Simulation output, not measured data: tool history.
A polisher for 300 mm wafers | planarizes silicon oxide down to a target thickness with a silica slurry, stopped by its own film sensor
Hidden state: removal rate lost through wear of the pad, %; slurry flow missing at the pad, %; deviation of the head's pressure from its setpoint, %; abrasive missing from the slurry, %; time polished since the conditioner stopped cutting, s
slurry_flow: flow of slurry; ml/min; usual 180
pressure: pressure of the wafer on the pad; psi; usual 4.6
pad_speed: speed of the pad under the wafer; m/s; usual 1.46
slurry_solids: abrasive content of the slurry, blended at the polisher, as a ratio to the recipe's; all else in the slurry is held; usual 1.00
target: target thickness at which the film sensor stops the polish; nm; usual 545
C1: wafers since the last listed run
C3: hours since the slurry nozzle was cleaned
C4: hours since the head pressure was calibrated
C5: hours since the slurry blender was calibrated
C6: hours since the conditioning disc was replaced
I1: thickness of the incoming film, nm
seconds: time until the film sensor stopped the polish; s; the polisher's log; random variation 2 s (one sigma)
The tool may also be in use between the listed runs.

{"run": 1, "hour": 0.0, "slurry_flow": 180, "pressure": 4.6, "pad_speed": 1.46, "slurry_solids": 1.0, "target": 545, "C1": 0, "wafers polished on this pad": 3671, "C3": 143.2, "C4": 142.5, "C5": 159.8, "C6": 305.1, "I1": 930.6, "seconds": 104.4}
{"run": 2, "hour": 105.1, "slurry_flow": 180, "pressure": 4.6, "pad_speed": 1.46, "slurry_solids": 1.0, "target": 545, "C1": 971, "wafers polished on this pad": 4643, "C3": 248.3, "C4": 247.6, "C5": 264.9, "C6": 410.2, "I1": 932.4, "seconds": 101.7}
{"run": 3, "hour": 158.7, "slurry_flow": 180, "pressure": 4.6, "pad_speed": 1.46, "slurry_solids": 1.0, "target": 545, "C1": 495, "wafers polished on this pad": 5139, "C3": 301.9, "C4": 301.2, "C5": 318.5, "C6": 463.8, "I1": 932.2, "seconds": 99.1}
{"run": 4, "hour": 250.1, "slurry_flow": 235, "pressure": 3.3, "pad_speed": 1.46, "slurry_solids": 0.9, "target": 671, "C1": 845, "wafers polished on this pad": 5984, "C3": 393.3, "C4": 392.6, "C5": 409.9, "C6": 555.2, "I1": 911.1, "seconds": 84.4}
{"run": 5, "hour": 306.4, "slurry_flow": 180, "pressure": 4.6, "pad_speed": 1.46, "slurry_solids": 1.0, "target": 449, "C1": 520, "wafers polished on this pad": 6505, "C3": 449.6, "C4": 448.9, "C5": 466.2, "C6": 611.5, "I1": 924.1, "seconds": 124.4}
{"hour": 333.1, "done": "worn pad replaced by a new one"}
{"run": 6, "hour": 413.7, "slurry_flow": 115, "pressure": 4.0, "pad_speed": 1.46, "slurry_solids": 1.25, "target": 545, "C1": 955, "wafers polished on this pad": 745, "C3": 556.9, "C4": 556.2, "C5": 573.5, "C6": 718.8, "I1": 935.4, "seconds": 117.5}
{"hour": 475.0, "done": "conditioning disc replaced and pad reconditioned"}
{"run": 7, "hour": 507.9, "slurry_flow": 180, "pressure": 4.6, "pad_speed": 1.46, "slurry_solids": 1.0, "target": 574, "C1": 852, "wafers polished on this pad": 1597, "C3": 651.1, "C4": 650.4, "C5": 667.7, "C6": 32.9, "I1": 934.3, "seconds": 94.6}
{"hour": 553.9, "done": "slurry blender recalibrated"}
{"run": 8, "hour": 560.4, "slurry_flow": 125, "pressure": 5.6, "pad_speed": 1.46, "slurry_solids": 1.0, "target": 649, "C1": 466, "wafers polished on this pad": 2064, "C3": 703.6, "C4": 702.9, "C5": 6.5, "C6": 85.4, "I1": 937.7, "seconds": 65.9}
{"hour": 663.4, "done": "slurry nozzle cleaned"}
{"run": 9, "hour": 665.1, "slurry_flow": 145, "pressure": 4.6, "pad_speed": 1.88, "slurry_solids": 1.3, "target": 636, "C1": 958, "wafers polished on this pad": 3023, "C3": 1.7, "C4": 807.6, "C5": 111.2, "C6": 190.1, "I1": 937.1, "seconds": 61.9}
{"hour": 720.1, "done": "head pressure recalibrated"}
{"run": 10, "hour": 769.3, "slurry_flow": 180, "pressure": 4.6, "pad_speed": 1.46, "slurry_solids": 1.0, "target": 545, "C1": 945, "wafers polished on this pad": 3968, "C3": 105.9, "C4": 49.2, "C5": 215.4, "C6": 294.3, "I1": 930.7, "seconds": 99.8}
{"run": 11, "hour": 970.1, "slurry_flow": 180, "pressure": 4.6, "pad_speed": 1.46, "slurry_solids": 1.0, "target": 545, "C1": 1856, "wafers polished on this pad": 5825, "C3": 306.7, "C4": 250.0, "C5": 416.2, "C6": 495.1, "I1": 933.8, "seconds": 100.8}
{"hour": 1008.7, "done": "worn pad replaced by a new one"}
{"run": 12, "hour": 1063.6, "slurry_flow": 135, "pressure": 4.6, "pad_speed": 1.76, "slurry_solids": 1.0, "target": 545, "C1": 827, "wafers polished on this pad": 507, "C3": 400.2, "C4": 343.5, "C5": 509.7, "C6": 588.6, "I1": 934.6, "seconds": 91.1}
{"run": 13, "hour": 1161.8, "slurry_flow": 210, "pressure": 5.8, "pad_speed": 1.46, "slurry_solids": 1.0, "target": 545, "C1": 908, "wafers polished on this pad": 1415, "C3": 498.4, "C4": 441.7, "C5": 607.9, "C6": 686.8, "I1": 918.5, "seconds": 75.9}
{"hour": 1265.9, "done": "slurry blender recalibrated"}
{"run": 14, "hour": 1268.6, "slurry_flow": 180, "pressure": 6.0, "pad_speed": 1.46, "slurry_solids": 1.0, "target": 545, "C1": 969, "wafers polished on this pad": 2384, "C3": 605.2, "C4": 548.5, "C5": 2.7, "C6": 793.6, "I1": 947.1, "seconds": 82.3}
{"hour": 1271.5, "done": "conditioning disc replaced and pad reconditioned"}
{"run": 15, "hour": 1337.4, "slurry_flow": 180, "pressure": 4.6, "pad_speed": 1.94, "slurry_solids": 0.7, "target": 545, "C1": 617, "wafers polished on this pad": 3002, "C3": 674.0, "C4": 617.3, "C5": 71.5, "C6": 65.9, "I1": 916.1, "seconds": 87.8}
{"run": 16, "hour": 1390.0, "slurry_flow": 155, "pressure": 5.4, "pad_speed": 1.46, "slurry_solids": 1.0, "target": 601, "C1": 486, "wafers polished on this pad": 3488, "C3": 726.6, "C4": 669.9, "C5": 124.1, "C6": 118.5, "I1": 923.1, "seconds": 74.6}
{"run": 17, "hour": 1456.4, "slurry_flow": 180, "pressure": 4.6, "pad_speed": 1.46, "slurry_solids": 1.0, "target": 545, "C1": 614, "wafers polished on this pad": 4102, "C3": 793.0, "C4": 736.3, "C5": 190.5, "C6": 184.9, "I1": 931.6, "seconds": 101.7}
{"hour": 1475.9, "done": "slurry nozzle cleaned"}
{"run": 18, "hour": 1497.5, "slurry_flow": 180, "pressure": 3.1, "pad_speed": 1.12, "slurry_solids": 1.0, "target": 545, "C1": 370, "wafers polished on this pad": 4473, "C3": 21.6, "C4": 777.4, "C5": 231.6, "C6": 226.0, "I1": 941.7, "seconds": 192.4}
{"hour": 1522.2, "done": "head pressure recalibrated"}
{"run": 19, "hour": 1582.9, "slurry_flow": 180, "pressure": 4.6, "pad_speed": 1.46, "slurry_solids": 1.0, "target": 485, "C1": 771, "wafers polished on this pad": 5244, "C3": 107.0, "C4": 60.7, "C5": 317.0, "C6": 311.4, "I1": 932.4, "seconds": 116.6}
{"run": 20, "hour": 1666.0, "slurry_flow": 200, "pressure": 3.2, "pad_speed": 1.46, "slurry_solids": 1.0, "target": 545, "C1": 768, "wafers polished on this pad": 6013, "C3": 190.1, "C4": 143.8, "C5": 400.1, "C6": 394.5, "I1": 932.9, "seconds": 147.3}
{"hour": 1699.0, "done": "worn pad replaced by a new one"}
{"run": 21, "hour": 1760.2, "slurry_flow": 180, "pressure": 4.6, "pad_speed": 1.92, "slurry_solids": 1.0, "target": 666, "C1": 834, "wafers polished on this pad": 566, "C3": 284.3, "C4": 238.0, "C5": 494.3, "C6": 488.7, "I1": 940.5, "seconds": 57.7}
{"run": 22, "hour": 1842.3, "slurry_flow": 230, "pressure": 4.6, "pad_speed": 1.32, "slurry_solids": 0.8, "target": 545, "C1": 759, "wafers polished on this pad": 1325, "C3": 366.4, "C4": 320.1, "C5": 576.4, "C6": 570.8, "I1": 947.6, "seconds": 120.9}
{"run": 23, "hour": 1893.5, "slurry_flow": 180, "pressure": 4.6, "pad_speed": 1.46, "slurry_solids": 1.0, "target": 545, "C1": 473, "wafers polished on this pad": 1798, "C3": 417.6, "C4": 371.3, "C5": 627.6, "C6": 622.0, "I1": 950.9, "seconds": 109.2}
{"run": 24, "hour": 1942.1, "slurry_flow": 205, "pressure": 4.6, "pad_speed": 1.2, "slurry_solids": 1.0, "target": 545, "C1": 449, "wafers polished on this pad": 2248, "C3": 466.2, "C4": 419.9, "C5": 676.2, "C6": 670.6, "I1": 926.5, "seconds": 116.5}
{"hour": 1988.0, "done": "slurry blender recalibrated"}
{"hour": 1995.8, "done": "conditioning disc replaced and pad reconditioned"}
{"run": 25, "hour": 1996.3, "slurry_flow": 180, "pressure": 4.6, "pad_speed": 1.46, "slurry_solids": 1.0, "target": 545, "C1": 464, "wafers polished on this pad": 2712, "C3": 520.4, "C4": 474.1, "C5": 8.3, "C6": 0.5, "I1": 920.5, "seconds": 98.8}
{"run": 26, "hour": 2067.6, "slurry_flow": 180, "pressure": 4.6, "pad_speed": 1.46, "slurry_solids": 1.0, "target": 545, "C1": 659, "wafers polished on this pad": 3371, "C3": 591.7, "C4": 545.4, "C5": 79.6, "C6": 71.8, "I1": 924.2, "seconds": 101.7}

Forecast each of these 3 alternatives for the next run:
{"run": "A", "hour": 2068.0, "slurry_flow": 180, "pressure": 4.6, "pad_speed": 1.62, "slurry_solids": 1.0, "target": 545, "C1": 3, "wafers polished on this pad": 3375, "C3": 592.1, "C4": 545.8, "C5": 80.0, "C6": 72.2, "I1": 937.8, "seconds": "?"}
{"run": "B", "hour": 2068.0, "slurry_flow": 180, "pressure": 4.6, "pad_speed": 1.46, "slurry_solids": 0.85, "target": 648, "C1": 3, "wafers polished on this pad": 3375, "C3": 592.1, "C4": 545.8, "C5": 80.0, "C6": 72.2, "I1": 937.8, "seconds": "?"}
{"run": "C", "hour": 2068.0, "slurry_flow": 180, "pressure": 4.6, "pad_speed": 1.08, "slurry_solids": 1.0, "target": 545, "C1": 3, "wafers polished on this pad": 3375, "C3": 592.1, "C4": 545.8, "C5": 80.0, "C6": 72.2, "I1": 937.8, "seconds": "?"}

run=A seconds=94.8
run=B seconds=80.2
run=C seconds=127.2
Without the tool's hidden state the same runs would have given:
run=A seconds=94.8
run=B seconds=80.2
run=C seconds=127.2
